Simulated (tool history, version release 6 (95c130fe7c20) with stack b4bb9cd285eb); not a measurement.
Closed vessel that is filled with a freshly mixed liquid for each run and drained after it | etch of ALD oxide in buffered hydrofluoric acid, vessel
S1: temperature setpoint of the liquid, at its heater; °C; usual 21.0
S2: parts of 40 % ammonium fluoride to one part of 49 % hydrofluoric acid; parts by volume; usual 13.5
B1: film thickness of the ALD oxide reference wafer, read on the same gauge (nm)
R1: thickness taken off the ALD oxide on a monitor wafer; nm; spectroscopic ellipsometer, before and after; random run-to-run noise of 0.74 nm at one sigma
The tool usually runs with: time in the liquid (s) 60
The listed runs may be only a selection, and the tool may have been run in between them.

run 1 hour=0.0 | S1=21.0 S2=13.5 time_in_the_liquid_(s)=60 | B1=150.00 | R1=94.54
run 2 hour=8.9 | S1=21.0 S2=13.5 time_in_the_liquid_(s)=60 | B1=150.01 | R1=93.76
run 3 hour=60.9 | S1=21.0 S2=13.5 time_in_the_liquid_(s)=60 | B1=149.99 | R1=95.34
run 4 hour=75.1 | S1=21.0 S2=13.5 time_in_the_liquid_(s)=60 | B1=149.98 | R1=93.61
run 5 hour=92.2 | S1=21.0 S2=13.5 time_in_the_liquid_(s)=60 | B1=150.00 | R1=94.17
-- hour=93.1 gauge calibrated
run 6 hour=102.3 | S1=21.0 S2=13.5 time_in_the_liquid_(s)=60 | B1=149.98 | R1=95.09
run 7 hour=116.5 | S1=24.0 S2=13.5 time_in_the_liquid_(s)=60 | B1=150.01 | R1=110.54
-- hour=121.6 hydrofluoric acid flow meter replaced
-- hour=126.3 thermometer replaced
run 8 hour=133.5 | S1=21.0 S2=13.5 time_in_the_liquid_(s)=60 | B1=149.96 | R1=93.42
run 9 hour=143.5 | S1=21.0 S2=13.5 time_in_the_liquid_(s)=60 | B1=150.02 | R1=95.12
run 10 hour=153.2 | S1=25.0 S2=8.5 time_in_the_liquid_(s)=75 | B1=149.99 | R1=221.20
run 11 hour=168.6 | S1=25.0 S2=9.0 time_in_the_liquid_(s)=60 | B1=150.02 | R1=168.36
run 12 hour=183.4 | S1=17.0 S2=10.5 time_in_the_liquid_(s)=60 | B1=150.01 | R1=96.57
run 13 hour=193.5 | S1=17.0 S2=9.0 time_in_the_liquid_(s)=90 | B1=149.95 | R1=163.60
run 14 hour=203.3 | S1=22.5 S2=13.5 time_in_the_liquid_(s)=80 | B1=149.98 | R1=135.51
run 15 hour=219.5 | S1=24.0 S2=13.5 time_in_the_liquid_(s)=80 | B1=150.00 | R1=147.28

Below are 5 alternative next runs, each starting from the tool's condition after run 15. Predict each:
run A hour=220.2 | S1=25.5 S2=13.5 time_in_the_liquid_(s)=60 | B1=? | R1=?
run B hour=220.2 | S1=21.0 S2=13.5 time_in_the_liquid_(s)=95 | B1=? | R1=?
run C hour=220.2 | S1=17.0 S2=9.5 time_in_the_liquid_(s)=70 | B1=? | R1=?
run D hour=220.2 | S1=21.0 S2=13.5 time_in_the_liquid_(s)=90 | B1=? | R1=?
run E hour=220.2 | S1=21.0 S2=10.0 time_in_the_liquid_(s)=60 | B1=? | R1=?

run=A B1=149.99 R1=118.89
run=B B1=149.99 R1=147.06
run=C B1=149.99 R1=119.78
run=D B1=149.99 R1=139.32
run=E B1=149.99 R1=124.53
Take away the tool's hidden state, keep each run's random variation, and the runs would have read:
run=A R1=118.89
run=B R1=147.06
run=C R1=119.78
run=D R1=139.32
run=E R1=124.53
